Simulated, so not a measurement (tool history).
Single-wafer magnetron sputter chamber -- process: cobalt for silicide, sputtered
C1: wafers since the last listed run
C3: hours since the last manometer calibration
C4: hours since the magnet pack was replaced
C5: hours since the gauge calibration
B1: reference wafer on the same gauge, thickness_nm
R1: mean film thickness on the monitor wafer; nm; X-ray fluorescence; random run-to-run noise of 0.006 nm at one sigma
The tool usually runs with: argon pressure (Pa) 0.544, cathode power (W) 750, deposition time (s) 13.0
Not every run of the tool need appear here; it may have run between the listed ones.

{"run": 1, "hour": 0.0, "argon pressure (Pa)": 0.544, "cathode power (W)": 750, "deposition time (s)": 13.0, "C1": 0, "wafers on the sputter target": 3666, "C3": 1281.1, "C4": 5121.5, "C5": 183.2, "B1": 4.069, "R1": 3.939}
{"run": 2, "hour": 13.0, "argon pressure (Pa)": 0.544, "cathode power (W)": 650, "deposition time (s)": 11.2, "C1": 321, "wafers on the sputter target": 3987, "C3": 1294.1, "C4": 5134.5, "C5": 196.2, "B1": 4.071, "R1": 3.162}
{"run": 3, "hour": 29.9, "argon pressure (Pa)": 0.544, "cathode power (W)": 650, "deposition time (s)": 11.2, "C1": 417, "wafers on the sputter target": 4405, "C3": 1311.0, "C4": 5151.4, "C5": 213.1, "B1": 4.07, "R1": 3.158}
{"run": 4, "hour": 43.3, "argon pressure (Pa)": 0.544, "cathode power (W)": 650, "deposition time (s)": 11.2, "C1": 331, "wafers on the sputter target": 4736, "C3": 1324.4, "C4": 5164.8, "C5": 226.5, "B1": 4.067, "R1": 3.153}
{"run": 5, "hour": 56.3, "argon pressure (Pa)": 0.544, "cathode power (W)": 750, "deposition time (s)": 13.0, "C1": 321, "wafers on the sputter target": 5058, "C3": 1337.4, "C4": 5177.8, "C5": 239.5, "B1": 4.071, "R1": 3.925}
{"run": 6, "hour": 64.1, "argon pressure (Pa)": 0.544, "cathode power (W)": 750, "deposition time (s)": 13.0, "C1": 192, "wafers on the sputter target": 5251, "C3": 1345.2, "C4": 5185.6, "C5": 247.3, "B1": 4.069, "R1": 3.92}
{"run": 7, "hour": 77.2, "argon pressure (Pa)": 0.544, "cathode power (W)": 750, "deposition time (s)": 13.0, "C1": 323, "wafers on the sputter target": 5575, "C3": 1358.3, "C4": 5198.7, "C5": 260.4, "B1": 4.069, "R1": 3.919}
{"run": 8, "hour": 88.6, "argon pressure (Pa)": 0.544, "cathode power (W)": 650, "deposition time (s)": 13.0, "C1": 281, "wafers on the sputter target": 5857, "C3": 1369.7, "C4": 5210.1, "C5": 271.8, "B1": 4.071, "R1": 3.651}
{"run": 9, "hour": 97.0, "argon pressure (Pa)": 0.544, "cathode power (W)": 750, "deposition time (s)": 13.0, "C1": 207, "wafers on the sputter target": 6064, "C3": 1378.1, "C4": 5218.5, "C5": 280.2, "B1": 4.072, "R1": 3.913}
{"run": 10, "hour": 104.6, "argon pressure (Pa)": 0.544, "cathode power (W)": 750, "deposition time (s)": 13.0, "C1": 187, "wafers on the sputter target": 6252, "C3": 1385.7, "C4": 5226.1, "C5": 287.8, "B1": 4.069, "R1": 3.896}
{"hour": 120.7, "done": "capacitance manometer re-zeroed and calibrated"}
{"run": 11, "hour": 121.2, "argon pressure (Pa)": 0.544, "cathode power (W)": 750, "deposition time (s)": 13.0, "C1": 212, "wafers on the sputter target": 6465, "C3": 0.5, "C4": 5242.7, "C5": 304.4, "B1": 4.07, "R1": 3.961}
{"run": 12, "hour": 128.6, "argon pressure (Pa)": 0.544, "cathode power (W)": 750, "deposition time (s)": 11.6, "C1": 182, "wafers on the sputter target": 6648, "C3": 7.9, "C4": 5250.1, "C5": 311.8, "B1": 4.069, "R1": 3.529}
{"run": 13, "hour": 137.1, "argon pressure (Pa)": 0.544, "cathode power (W)": 750, "deposition time (s)": 11.6, "C1": 210, "wafers on the sputter target": 6858, "C3": 16.4, "C4": 5258.6, "C5": 320.3, "B1": 4.071, "R1": 3.524}
{"run": 14, "hour": 144.7, "argon pressure (Pa)": 0.544, "cathode power (W)": 750, "deposition time (s)": 11.6, "C1": 187, "wafers on the sputter target": 7046, "C3": 24.0, "C4": 5266.2, "C5": 327.9, "B1": 4.068, "R1": 3.526}
{"run": 15, "hour": 160.6, "argon pressure (Pa)": 0.544, "cathode power (W)": 750, "deposition time (s)": 13.0, "C1": 393, "wafers on the sputter target": 7439, "C3": 39.9, "C4": 5282.1, "C5": 343.8, "B1": 4.07, "R1": 3.947}
{"hour": 185.1, "done": "sputter target and shields replaced"}
{"run": 16, "hour": 185.6, "argon pressure (Pa)": 0.544, "cathode power (W)": 750, "deposition time (s)": 10.9, "C1": 420, "wafers on the sputter target": 12, "C3": 64.9, "C4": 5307.1, "C5": 368.8, "B1": 4.069, "R1": 3.351}
{"run": 17, "hour": 194.5, "argon pressure (Pa)": 0.544, "cathode power (W)": 750, "deposition time (s)": 13.0, "C1": 220, "wafers on the sputter target": 232, "C3": 73.8, "C4": 5316.0, "C5": 377.7, "B1": 4.069, "R1": 4.016}
{"run": 18, "hour": 212.3, "argon pressure (Pa)": 0.544, "cathode power (W)": 650, "deposition time (s)": 11.2, "C1": 440, "wafers on the sputter target": 672, "C3": 91.6, "C4": 5333.8, "C5": 395.5, "B1": 4.071, "R1": 3.204}
{"run": 19, "hour": 222.5, "argon pressure (Pa)": 0.544, "cathode power (W)": 750, "deposition time (s)": 13.0, "C1": 252, "wafers on the sputter target": 924, "C3": 101.8, "C4": 5344.0, "C5": 405.7, "B1": 4.07, "R1": 4.008}
{"run": 20, "hour": 237.2, "argon pressure (Pa)": 0.656, "cathode power (W)": 850, "deposition time (s)": 13.0, "C1": 363, "wafers on the sputter target": 1288, "C3": 116.5, "C4": 5358.7, "C5": 420.4, "B1": 4.069, "R1": 4.161}
{"run": 21, "hour": 245.4, "argon pressure (Pa)": 0.654, "cathode power (W)": 900, "deposition time (s)": 11.9, "C1": 202, "wafers on the sputter target": 1491, "C3": 124.7, "C4": 5366.9, "C5": 428.6, "B1": 4.072, "R1": 3.941}
{"run": 22, "hour": 260.3, "argon pressure (Pa)": 0.427, "cathode power (W)": 850, "deposition time (s)": 14.9, "C1": 368, "wafers on the sputter target": 1859, "C3": 139.6, "C4": 5381.8, "C5": 443.5, "B1": 4.068, "R1": 4.981}
{"run": 23, "hour": 276.4, "argon pressure (Pa)": 0.544, "cathode power (W)": 750, "deposition time (s)": 11.6, "C1": 398, "wafers on the sputter target": 2257, "C3": 155.7, "C4": 5397.9, "C5": 459.6, "B1": 4.069, "R1": 3.554}
{"run": 24, "hour": 284.7, "argon pressure (Pa)": 0.623, "cathode power (W)": 900, "deposition time (s)": 10.7, "C1": 205, "wafers on the sputter target": 2462, "C3": 164.0, "C4": 5406.2, "C5": 467.9, "B1": 4.068, "R1": 3.556}
{"run": 25, "hour": 301.9, "argon pressure (Pa)": 0.716, "cathode power (W)": 750, "deposition time (s)": 13.0, "C1": 425, "wafers on the sputter target": 2887, "C3": 181.2, "C4": 5423.4, "C5": 485.1, "B1": 4.07, "R1": 3.859}
{"run": 26, "hour": 309.7, "argon pressure (Pa)": 0.544, "cathode power (W)": 800, "deposition time (s)": 11.1, "C1": 192, "wafers on the sputter target": 3080, "C3": 189.0, "C4": 5431.2, "C5": 492.9, "B1": 4.071, "R1": 3.508}
{"hour": 318.3, "done": "magnet pack replaced"}
{"hour": 322.5, "done": "gauge calibrated"}
{"run": 27, "hour": 324.6, "argon pressure (Pa)": 0.741, "cathode power (W)": 950, "deposition time (s)": 13.0, "C1": 170, "wafers on the sputter target": 3251, "C3": 203.9, "C4": 6.3, "C5": 2.1, "B1": 4.07, "R1": 4.348}
{"run": 28, "hour": 335.5, "argon pressure (Pa)": 0.386, "cathode power (W)": 550, "deposition time (s)": 11.8, "C1": 269, "wafers on the sputter target": 3520, "C3": 214.8, "C4": 17.2, "C5": 13.0, "B1": 4.068, "R1": 3.219}
{"run": 29, "hour": 348.8, "argon pressure (Pa)": 0.544, "cathode power (W)": 650, "deposition time (s)": 11.2, "C1": 328, "wafers on the sputter target": 3849, "C3": 228.1, "C4": 30.5, "C5": 26.3, "B1": 4.069, "R1": 3.183}
{"run": 30, "hour": 365.0, "argon pressure (Pa)": 0.48, "cathode power (W)": 750, "deposition time (s)": 10.8, "C1": 400, "wafers on the sputter target": 4250, "C3": 244.3, "C4": 46.7, "C5": 42.5, "B1": 4.071, "R1": 3.341}
{"run": 31, "hour": 373.4, "argon pressure (Pa)": 0.544, "cathode power (W)": 750, "deposition time (s)": 13.0, "C1": 207, "wafers on the sputter target": 4458, "C3": 252.7, "C4": 55.1, "C5": 50.9, "B1": 4.071, "R1": 3.964}
{"run": 32, "hour": 391.3, "argon pressure (Pa)": 0.544, "cathode power (W)": 600, "deposition time (s)": 13.0, "C1": 442, "wafers on the sputter target": 4900, "C3": 270.6, "C4": 73.0, "C5": 68.8, "B1": 4.07, "R1": 3.566}
{"run": 33, "hour": 401.0, "argon pressure (Pa)": 0.457, "cathode power (W)": 550, "deposition time (s)": 14.7, "C1": 239, "wafers on the sputter target": 5140, "C3": 280.3, "C4": 82.7, "C5": 78.5, "B1": 4.07, "R1": 3.957}

Run 34 has not been measured yet. What should we expect?
{"run": 34, "hour": 412.0, "argon pressure (Pa)": 0.399, "cathode power (W)": 850, "deposition time (s)": 14.0, "C1": 271, "wafers on the sputter target": 5412, "C3": 291.3, "C4": 93.7, "C5": 89.5, "B1": "?", "R1": "?"}

Run 34 produced B1 4.072, R1 4.682 nm.
If the tool had no hidden condition, the same run with the same run-to-run variation would have returned R1 4.740 nm.

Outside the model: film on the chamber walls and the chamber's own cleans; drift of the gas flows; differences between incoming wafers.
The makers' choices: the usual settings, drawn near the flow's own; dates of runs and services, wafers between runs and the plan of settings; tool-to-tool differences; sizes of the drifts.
